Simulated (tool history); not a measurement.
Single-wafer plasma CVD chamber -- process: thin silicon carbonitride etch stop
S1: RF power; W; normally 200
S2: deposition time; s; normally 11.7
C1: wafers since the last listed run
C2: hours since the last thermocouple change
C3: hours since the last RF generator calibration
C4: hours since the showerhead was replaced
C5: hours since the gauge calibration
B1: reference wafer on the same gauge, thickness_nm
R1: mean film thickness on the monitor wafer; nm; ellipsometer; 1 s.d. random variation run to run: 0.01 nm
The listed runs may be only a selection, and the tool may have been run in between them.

run    hour   S1    S2    C1      C2      C3      C4      C5     B1     R1
  1     0.0  200  11.7     0  1480.4  1426.8  6005.5   398.1  5.339  6.612
  2    64.3  200  11.7  1016  1544.7  1491.1  6069.8   462.4  5.343  6.609
  3    95.8  200  11.7   498  1576.2  1522.6  6101.3   493.9  5.336  6.606
  4   131.3  200  11.7   561  1611.7  1558.1  6136.8   529.4  5.337  6.593
  5   179.4  200  11.7   760  1659.8  1606.2  6184.9   577.5  5.343  6.581
  6   206.6  200  11.7   430  1687.0  1633.4  6212.1   604.7  5.339  6.582
  7   254.0  185  11.7   749  1734.4  1680.8  6259.5   652.1  5.340  6.471
  8   296.8  185  11.7   676  1777.2  1723.6  6302.3   694.9  5.339  6.442
  9   356.9  185  11.7   950  1837.3  1783.7  6362.4   755.0  5.346  6.429
 10   388.8  200  11.7   504  1869.2  1815.6  6394.3   786.9  5.343  6.585
 11   448.0  200  11.7   936  1928.4  1874.8  6453.5   846.1  5.338  6.569
 12   478.9  200  11.7   488  1959.3  1905.7  6484.4   877.0  5.340  6.565
 13   506.1  200  11.7   430  1986.5  1932.9  6511.6   904.2  5.338  6.573
 14   553.6  200  11.7   751  2034.0  1980.4  6559.1   951.7  5.344  6.577
      719.9  -- RF generator calibrated
 15   749.7  220  13.4  2974  2230.1    29.8  6755.2  1147.8  5.338  7.836
 16   787.8  215  14.0   602  2268.2    67.9  6793.3  1185.9  5.336  8.134
      831.6  -- gauge calibrated
 17   833.1  160  13.9   716  2313.5   113.2  6838.6     1.5  5.345  7.451
 18   884.7  185  11.7   815  2365.1   164.8  6890.2    53.1  5.340  6.526
 19   965.9  175   9.7  1283  2446.3   246.0  6971.4   134.3  5.343  5.311
 20  1007.0  220  13.4   649  2487.4   287.1  7012.5   175.4  5.337  7.836
 21  1193.8  225  10.9  2953  2674.2   473.9  7199.3   362.2  5.341  6.411
     1226.3  -- thermocouple changed; heater temperature recalibrated
 22  1251.0  200  11.7   777    24.7   531.1  7256.5   419.4  5.339  6.641
 23  1278.4  200  11.7   433    52.1   558.5  7283.9   446.8  5.339  6.671
     1317.4  -- showerhead replaced
 24  1320.1  220  10.0   532    93.8   600.2     2.7   488.5  5.340  5.853
 25  1349.7  200  11.7   468   123.4   629.8    32.3   518.1  5.341  6.666
 26  1504.2  185   9.6  2442   277.9   784.3   186.8   672.6  5.339  5.333
 27  1554.7  225  11.7   798   328.4   834.8   237.3   723.1  5.339  6.876

Expected results for the next run?
 28  1608.4  200  12.8  849  382.1  888.5  291.0  776.8   ?   ?

{"run 28": {"B1": 5.339, "R1": 7.295}}
With no hidden state in the tool, this same run would have given R1 7.316 nm.
